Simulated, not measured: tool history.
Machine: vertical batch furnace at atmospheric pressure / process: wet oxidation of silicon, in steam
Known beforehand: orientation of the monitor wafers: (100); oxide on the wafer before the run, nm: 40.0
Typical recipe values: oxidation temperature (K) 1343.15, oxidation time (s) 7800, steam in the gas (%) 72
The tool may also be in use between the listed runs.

run	hour	oxidation temperature (K)	oxidation time (s)	steam in the gas (%)	wafers since the last listed run	hours since the last temperature calibration	hours since the steam generator was serviced	hours since the gauge calibration	read-back reference wafer on the same gauge, thickness	oxide thickness on the monitor wafer (Å)
1	0	1343.15	7800	72	0	2336	3669.5	610.6	657.95	7673.3
2	22	1343.15	7800	72	135	2358	3691.5	632.6	657.92	7706.9
3	42.2	1359.15	7800	72	124	2378.2	3711.7	652.8	657.8	8179.4
4	54.3	1343.15	7800	72	74	2390.3	3723.8	664.9	657.93	7702.8
5	102.5	1343.15	7800	72	297	2438.5	3772	713.1	657.76	7714.9
6	127	1343.15	6390	72	151	2463	3796.5	737.6	657.9	6920.7
7	141.5	1343.15	7800	72	89	2477.5	3811	752.1	657.96	7711
8	155.6	1343.15	7800	72	87	2491.6	3825.1	766.2	658.08	7707.6
# hour 181.3: thermocouples replaced and temperature profile calibrated
9	181.8	1343.15	7800	72	13	0.5	3851.3	792.4	657.93	7547.8
10	208.2	1343.15	7800	72	163	26.9	3877.7	818.8	658	7534.5
11	225	1343.15	7800	72	103	43.7	3894.5	835.6	657.65	7540.8
# hour 252.7: steam generator serviced
12	253.2	1343.15	7800	72	25	71.9	0.5	863.8	657.94	7754.5
13	264.7	1343.15	7800	72	71	83.4	12	875.3	658.18	7741.8
14	280.6	1343.15	7800	72	98	99.3	27.9	891.2	658.29	7743.8
15	306.9	1343.15	7800	72	162	125.6	54.2	917.5	657.66	7728.6
16	331.3	1343.15	10650	67	150	150	78.6	941.9	657.92	8797.5
17	346.9	1343.15	10440	83	96	165.6	94.2	957.5	658.26	9803.2
18	369.9	1343.15	5610	61	142	188.6	117.2	980.5	657.89	5842.9
19	379.5	1336.15	7800	80	59	198.2	126.8	990.1	657.88	7955.5
# hour 381.7: gauge calibrated
20	389.9	1330.15	8880	63	64	208.6	137.2	8.2	657.83	7297.3
21	409.6	1343.15	7800	72	121	228.3	156.9	27.9	657.83	7705.8
22	423.8	1354.15	7800	63	87	242.5	171.1	42.1	658.12	7467
23	445.3	1343.15	7800	72	132	264	192.6	63.6	658.04	7735.5
24	459.6	1343.15	4080	72	88	278.3	206.9	77.9	658.15	5345.8
25	529.1	1321.15	8880	60	429	347.8	276.4	147.4	658.1	6806.8
26	539.9	1343.15	7800	72	66	358.6	287.2	158.2	658.18	7709.2
27	554.9	1343.15	7800	80	92	373.6	302.2	173.2	657.71	8165.7
28	567.8	1358.15	9030	68	79	386.5	315.1	186.1	658.06	8574.4
29	587.3	1327.15	9270	72	120	406	334.6	205.6	658.01	7930.8
30	606.8	1343.15	7800	72	120	425.5	354.1	225.1	658.26	7692.2
31	620.7	1352.15	7800	82	85	439.4	368	239	658.1	8579.6
32	643.3	1364.15	9120	62	139	462	390.6	261.6	657.97	8384.6
33	657.2	1343.15	7800	72	85	475.9	404.5	275.5	657.83	7707.3
34	677.6	1358.15	11220	72	125	496.3	424.9	295.9	658.08	9938.6
35	702.4	1343.15	10380	80	153	521.1	449.7	320.7	658.12	9527.6
36	724.1	1343.15	7800	63	134	542.8	471.4	342.4	658.07	7105.6
37	742.1	1343.15	7800	66	111	560.8	489.4	360.4	658.11	7318.7
38	780.4	1343.15	11190	75	236	599.1	527.7	398.7	657.9	9558.6
39	806	1359.15	3930	63	158	624.7	553.3	424.3	657.94	5177.8

Hidden state at the last listed run before each entry between runs and at the first one after, where it differs:
After run 8, before run 9: thermocouples replaced and temperature profile calibrated (hour 181.3)
  true tube temperature minus thermocouple reading, K: 6.34 -> 0.7
  the result without the hidden state subtracted from the measured one, oxide thickness on the monitor wafer (Å): -18.8 -> -191.6
After run 11, before run 12: steam generator serviced (hour 252.7)
  true tube temperature minus thermocouple reading, K: 0.702 -> 0.705; steam share off its setpoint, % of the setpoint: -4.89 -> -0.305
  the result without the hidden state subtracted from the measured one, oxide thickness on the monitor wafer (Å): -191.7 -> +8.9
After run 19, before run 20: gauge calibrated (hour 381.7)
  true tube temperature minus thermocouple reading, K: 0.735 -> 0.739; steam share off its setpoint, % of the setpoint: -0.771 -> -0.808
  the result without the hidden state subtracted from the measured one, oxide thickness on the monitor wafer (Å): -10.3 -> -10.1
